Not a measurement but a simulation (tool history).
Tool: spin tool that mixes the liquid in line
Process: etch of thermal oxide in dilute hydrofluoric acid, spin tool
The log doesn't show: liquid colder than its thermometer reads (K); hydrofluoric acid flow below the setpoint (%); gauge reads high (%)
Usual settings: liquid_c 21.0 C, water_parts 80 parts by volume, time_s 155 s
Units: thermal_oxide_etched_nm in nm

run	hour	liquid_c	water_parts	time_s	wafers since the last listed run	hours since the thermometer was replaced	hours since the hydrofluoric acid flow meter was replaced	hours since the gauge calibration	read-back film thickness of the thermal oxide reference wafer, read on the same gauge (nm)	thermal_oxide_etched_nm
1	0.0	21.0	80	155	0	1131.0	300.5	203.8	99.99	7.39
2	9.5	21.0	80	155	68	1140.5	310.0	213.3	99.99	7.44
3	23.1	21.0	80	155	97	1154.1	323.6	226.9	99.96	7.35
4	35.4	21.0	80	155	88	1166.4	335.9	239.2	100.02	7.35
5	43.2	21.0	80	155	56	1174.2	343.7	247.0	100.02	7.32
6	53.1	21.0	80	155	71	1184.1	353.6	256.9	99.98	7.36
7	68.5	17.5	80	205	110	1199.5	369.0	272.3	99.99	8.34
# hour 80.3: thermometer replaced
8	86.3	17.5	80	205	121	6.0	386.8	290.1	100.00	9.31
9	94.4	17.5	80	205	58	14.1	394.9	298.2	99.95	9.24
10	106.7	21.0	80	155	88	26.4	407.2	310.5	100.00	8.03
11	117.7	21.0	95	155	79	37.4	418.2	321.5	99.99	6.60
12	125.7	21.0	95	155	57	45.4	426.2	329.5	100.01	6.67
13	140.7	21.0	80	155	108	60.4	441.2	344.5	100.05	7.96
14	164.2	21.0	110	155	169	83.9	464.7	368.0	100.01	5.53
15	181.2	21.0	80	155	122	100.9	481.7	385.0	99.99	7.97
16	187.6	21.0	80	155	46	107.3	488.1	391.4	100.02	7.87
17	195.2	21.0	80	155	54	114.9	495.7	399.0	100.01	7.93
18	202.9	18.0	95	215	55	122.6	503.4	406.7	100.00	7.97
# hour 206.2: hydrofluoric acid flow meter replaced
# hour 207.5: gauge calibrated
19	215.9	24.5	80	155	86	135.6	9.7	8.4	99.97	9.52
20	226.8	17.5	45	245	78	146.5	20.6	19.3	99.98	20.84
21	237.6	21.0	80	115	77	157.3	31.4	30.1	100.00	6.19
22	246.3	18.0	65	210	62	166.0	40.1	38.8	100.01	12.28
23	258.3	25.0	65	155	86	178.0	52.1	50.8	99.98	12.06
24	270.2	21.0	80	215	85	189.9	64.0	62.7	99.97	11.41
25	309.4	25.0	50	155	282	229.1	103.2	101.9	100.03	15.68
26	316.1	23.5	80	125	48	235.8	109.9	108.6	99.98	7.25
27	324.2	21.0	115	205	58	243.9	118.0	116.7	99.99	7.17
28	333.9	24.5	50	245	69	253.6	127.7	126.4	99.97	24.56
29	344.2	21.0	80	155	74	263.9	138.0	136.7	99.99	8.16
30	354.8	25.0	95	120	76	274.5	148.6	147.3	100.01	6.00
31	366.8	23.5	80	155	86	286.5	160.6	159.3	100.01	8.86
32	384.6	21.0	80	185	128	304.3	178.4	177.1	100.02	9.40
33	394.7	18.0	80	90	72	314.4	188.5	187.2	100.01	4.11

Forecast each of these 5 alternatives for the next run:
A	395.2	21.0	80	155	3	314.9	189.0	187.7	?	?
B	395.2	21.0	80	85	3	314.9	189.0	187.7	?	?
C	395.2	24.5	120	190	3	314.9	189.0	187.7	?	?
D	395.2	25.0	105	235	3	314.9	189.0	187.7	?	?
E	395.2	17.0	80	230	3	314.9	189.0	187.7	?	?

run	read-back film thickness of the thermal oxide reference wafer, read on the same gauge (nm)	thermal_oxide_etched_nm
A	100.00	7.99
B	100.00	4.38
C	100.00	7.17
D	100.00	10.53
E	100.00	10.02
Without the tool's hidden state the same runs would have given:
run	thermal_oxide_etched_nm
A	8.43
B	4.62
C	7.56
D	11.10
E	10.58
